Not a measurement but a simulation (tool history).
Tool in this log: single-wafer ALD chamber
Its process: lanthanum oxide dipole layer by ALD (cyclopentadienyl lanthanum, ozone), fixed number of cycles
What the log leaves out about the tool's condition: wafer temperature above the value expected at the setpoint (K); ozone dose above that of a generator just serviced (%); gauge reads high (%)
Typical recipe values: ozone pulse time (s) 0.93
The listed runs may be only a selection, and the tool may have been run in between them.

run,hour,ozone pulse time (s),wafers since the last listed run,hours since the last thermocouple change,hours since the last ozone generator service,hours since the showerhead was replaced,hours since the gauge calibration,"read-back reference wafer on the same gauge, thickness_nm",mean film thickness on the monitor wafer (Å)
1,0.0,0.73,0,2443.3,1110.7,6593.5,135.2,0.400,4.18
2,34.3,0.73,352,2477.6,1145.0,6627.8,169.5,0.400,4.16
3,58.6,0.73,249,2501.9,1169.3,6652.1,193.8,0.400,4.19
4,78.7,0.93,206,2522.0,1189.4,6672.2,213.9,0.400,4.46
5,102.1,0.93,240,2545.4,1212.8,6695.6,237.3,0.401,4.45
6,207.7,0.93,1084,2651.0,1318.4,6801.2,342.9,0.400,4.47
# hour 221.7: gauge calibrated
7,239.7,0.93,328,2683.0,1350.4,6833.2,18.0,0.400,4.47
8,254.0,1.15,146,2697.3,1364.7,6847.5,32.3,0.400,4.70
9,270.8,0.69,172,2714.1,1381.5,6864.3,49.1,0.399,4.09
10,287.8,0.69,174,2731.1,1398.5,6881.3,66.1,0.399,4.09
# hour 296.8: showerhead replaced
11,299.8,1.19,41,2743.1,1410.5,3.0,78.1,0.400,4.77
12,316.7,1.18,173,2760.0,1427.4,19.9,95.0,0.400,4.75
13,345.5,1.12,295,2788.8,1456.2,48.7,123.8,0.401,4.71
# hour 371.9: thermocouple changed; heater temperature recalibrated
14,380.8,1.30,280,8.9,1491.5,84.0,159.1,0.400,4.82
# hour 399.8: ozone generator serviced
15,401.7,0.93,132,29.8,1.9,104.9,180.0,0.400,4.70
16,432.9,0.66,320,61.0,33.1,136.1,211.2,0.400,4.30
17,467.3,1.20,353,95.4,67.5,170.5,245.6,0.400,4.95
18,480.5,1.03,135,108.6,80.7,183.7,258.8,0.400,4.77
19,497.6,0.93,175,125.7,97.8,200.8,275.9,0.400,4.65
20,510.2,0.82,129,138.3,110.4,213.4,288.5,0.400,4.52

What if the next run were any one of these 3? Each begins from the tool's condition after run 20:
A,510.6,0.93,4,138.7,110.8,213.8,288.9,?,?
B,510.6,1.09,4,138.7,110.8,213.8,288.9,?,?
C,510.6,0.56,4,138.7,110.8,213.8,288.9,?,?

run,"read-back reference wafer on the same gauge, thickness_nm",mean film thickness on the monitor wafer (Å)
A,0.400,4.67
B,0.400,4.84
C,0.400,4.11
With no hidden state in the tool, these same runs would have given:
run,mean film thickness on the monitor wafer (Å)
A,4.72
B,4.89
C,4.17
